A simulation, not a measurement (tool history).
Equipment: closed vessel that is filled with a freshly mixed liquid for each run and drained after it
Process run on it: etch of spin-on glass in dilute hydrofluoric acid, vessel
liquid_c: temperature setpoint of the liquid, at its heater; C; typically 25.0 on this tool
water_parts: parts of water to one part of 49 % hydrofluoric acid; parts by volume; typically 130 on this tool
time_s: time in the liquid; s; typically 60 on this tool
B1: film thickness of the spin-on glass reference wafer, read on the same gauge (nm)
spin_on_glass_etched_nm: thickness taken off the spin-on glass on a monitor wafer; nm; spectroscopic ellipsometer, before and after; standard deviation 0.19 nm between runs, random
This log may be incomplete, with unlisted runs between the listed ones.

{"run": 1, "hour": 0.0, "liquid_c": 25.0, "water_parts": 130, "time_s": 80, "B1": 50.0, "spin_on_glass_etched_nm": 28.82}
{"run": 2, "hour": 54.7, "liquid_c": 25.0, "water_parts": 130, "time_s": 80, "B1": 50.0, "spin_on_glass_etched_nm": 29.4}
{"run": 3, "hour": 83.9, "liquid_c": 25.0, "water_parts": 130, "time_s": 80, "B1": 50.02, "spin_on_glass_etched_nm": 29.28}
{"hour": 122.6, "done": "gauge calibrated"}
{"run": 4, "hour": 131.9, "liquid_c": 27.0, "water_parts": 105, "time_s": 60, "B1": 49.99, "spin_on_glass_etched_nm": 30.52}
{"run": 5, "hour": 347.7, "liquid_c": 25.0, "water_parts": 90, "time_s": 50, "B1": 49.99, "spin_on_glass_etched_nm": 27.48}
{"run": 6, "hour": 415.2, "liquid_c": 25.0, "water_parts": 90, "time_s": 50, "B1": 50.0, "spin_on_glass_etched_nm": 28.1}
{"run": 7, "hour": 441.5, "liquid_c": 26.5, "water_parts": 180, "time_s": 60, "B1": 50.01, "spin_on_glass_etched_nm": 15.96}
{"run": 8, "hour": 489.5, "liquid_c": 26.5, "water_parts": 180, "time_s": 60, "B1": 50.0, "spin_on_glass_etched_nm": 16.03}
{"run": 9, "hour": 525.1, "liquid_c": 25.0, "water_parts": 130, "time_s": 60, "B1": 50.01, "spin_on_glass_etched_nm": 21.98}
{"run": 10, "hour": 569.4, "liquid_c": 25.0, "water_parts": 130, "time_s": 60, "B1": 50.01, "spin_on_glass_etched_nm": 22.25}
{"hour": 584.9, "done": "hydrofluoric acid flow meter replaced"}
{"run": 11, "hour": 630.8, "liquid_c": 25.0, "water_parts": 130, "time_s": 60, "B1": 50.0, "spin_on_glass_etched_nm": 22.28}
{"run": 12, "hour": 696.2, "liquid_c": 25.0, "water_parts": 130, "time_s": 60, "B1": 50.0, "spin_on_glass_etched_nm": 22.25}
{"run": 13, "hour": 723.0, "liquid_c": 25.0, "water_parts": 130, "time_s": 60, "B1": 50.01, "spin_on_glass_etched_nm": 22.41}
{"run": 14, "hour": 780.6, "liquid_c": 25.0, "water_parts": 130, "time_s": 60, "B1": 50.01, "spin_on_glass_etched_nm": 22.58}
{"run": 15, "hour": 844.8, "liquid_c": 25.0, "water_parts": 130, "time_s": 60, "B1": 49.98, "spin_on_glass_etched_nm": 22.77}
{"run": 16, "hour": 886.9, "liquid_c": 25.0, "water_parts": 130, "time_s": 60, "B1": 50.0, "spin_on_glass_etched_nm": 22.79}
{"run": 17, "hour": 954.4, "liquid_c": 30.0, "water_parts": 80, "time_s": 30, "B1": 50.01, "spin_on_glass_etched_nm": 23.73}
{"run": 18, "hour": 1068.2, "liquid_c": 27.0, "water_parts": 105, "time_s": 60, "B1": 50.0, "spin_on_glass_etched_nm": 30.95}
{"run": 19, "hour": 1105.7, "liquid_c": 23.5, "water_parts": 130, "time_s": 45, "B1": 49.99, "spin_on_glass_etched_nm": 16.1}
{"run": 20, "hour": 1145.6, "liquid_c": 22.5, "water_parts": 75, "time_s": 60, "B1": 50.02, "spin_on_glass_etched_nm": 38.33}
{"run": 21, "hour": 1198.0, "liquid_c": 25.0, "water_parts": 130, "time_s": 60, "B1": 50.0, "spin_on_glass_etched_nm": 22.92}
{"run": 22, "hour": 1253.2, "liquid_c": 26.5, "water_parts": 130, "time_s": 60, "B1": 50.0, "spin_on_glass_etched_nm": 23.55}
{"run": 23, "hour": 1287.0, "liquid_c": 28.0, "water_parts": 80, "time_s": 40, "B1": 49.99, "spin_on_glass_etched_nm": 29.92}
{"hour": 1289.7, "done": "thermometer replaced"}
{"hour": 1321.7, "done": "gauge calibrated"}
{"run": 24, "hour": 1467.4, "liquid_c": 25.0, "water_parts": 110, "time_s": 60, "B1": 50.0, "spin_on_glass_etched_nm": 25.67}
{"run": 25, "hour": 1537.4, "liquid_c": 21.5, "water_parts": 130, "time_s": 70, "B1": 50.0, "spin_on_glass_etched_nm": 21.77}
{"run": 26, "hour": 1564.9, "liquid_c": 25.0, "water_parts": 70, "time_s": 85, "B1": 49.98, "spin_on_glass_etched_nm": 61.78}
{"hour": 1608.4, "done": "hydrofluoric acid flow meter replaced"}
{"run": 27, "hour": 1632.0, "liquid_c": 29.5, "water_parts": 130, "time_s": 70, "B1": 49.98, "spin_on_glass_etched_nm": 30.08}
{"run": 28, "hour": 1686.0, "liquid_c": 20.5, "water_parts": 130, "time_s": 75, "B1": 50.02, "spin_on_glass_etched_nm": 22.82}
{"run": 29, "hour": 1743.0, "liquid_c": 27.0, "water_parts": 105, "time_s": 60, "B1": 49.99, "spin_on_glass_etched_nm": 29.77}
{"run": 30, "hour": 1798.8, "liquid_c": 25.0, "water_parts": 130, "time_s": 60, "B1": 50.0, "spin_on_glass_etched_nm": 21.55}
{"run": 31, "hour": 1832.0, "liquid_c": 25.0, "water_parts": 130, "time_s": 60, "B1": 50.01, "spin_on_glass_etched_nm": 21.81}

4 options for the next run, each taken on its own from the tool as it stands now. Forecast them:
{"run": "A", "hour": 1832.7, "liquid_c": 25.0, "water_parts": 130, "time_s": 60, "B1": "?", "spin_on_glass_etched_nm": "?"}
{"run": "B", "hour": 1832.7, "liquid_c": 25.0, "water_parts": 180, "time_s": 90, "B1": "?", "spin_on_glass_etched_nm": "?"}
{"run": "C", "hour": 1832.7, "liquid_c": 28.0, "water_parts": 130, "time_s": 60, "B1": "?", "spin_on_glass_etched_nm": "?"}
{"run": "D", "hour": 1832.7, "liquid_c": 20.0, "water_parts": 170, "time_s": 30, "B1": "?", "spin_on_glass_etched_nm": "?"}

run=A B1=49.99 spin_on_glass_etched_nm=21.66
run=B B1=49.99 spin_on_glass_etched_nm=22.12
run=C B1=49.99 spin_on_glass_etched_nm=24.25
run=D B1=49.99 spin_on_glass_etched_nm=6.53
Stripped of hidden state, with their random variation kept, the same runs would have yielded:
run=A spin_on_glass_etched_nm=21.25
run=B spin_on_glass_etched_nm=21.72
run=C spin_on_glass_etched_nm=23.81
run=D spin_on_glass_etched_nm=6.40

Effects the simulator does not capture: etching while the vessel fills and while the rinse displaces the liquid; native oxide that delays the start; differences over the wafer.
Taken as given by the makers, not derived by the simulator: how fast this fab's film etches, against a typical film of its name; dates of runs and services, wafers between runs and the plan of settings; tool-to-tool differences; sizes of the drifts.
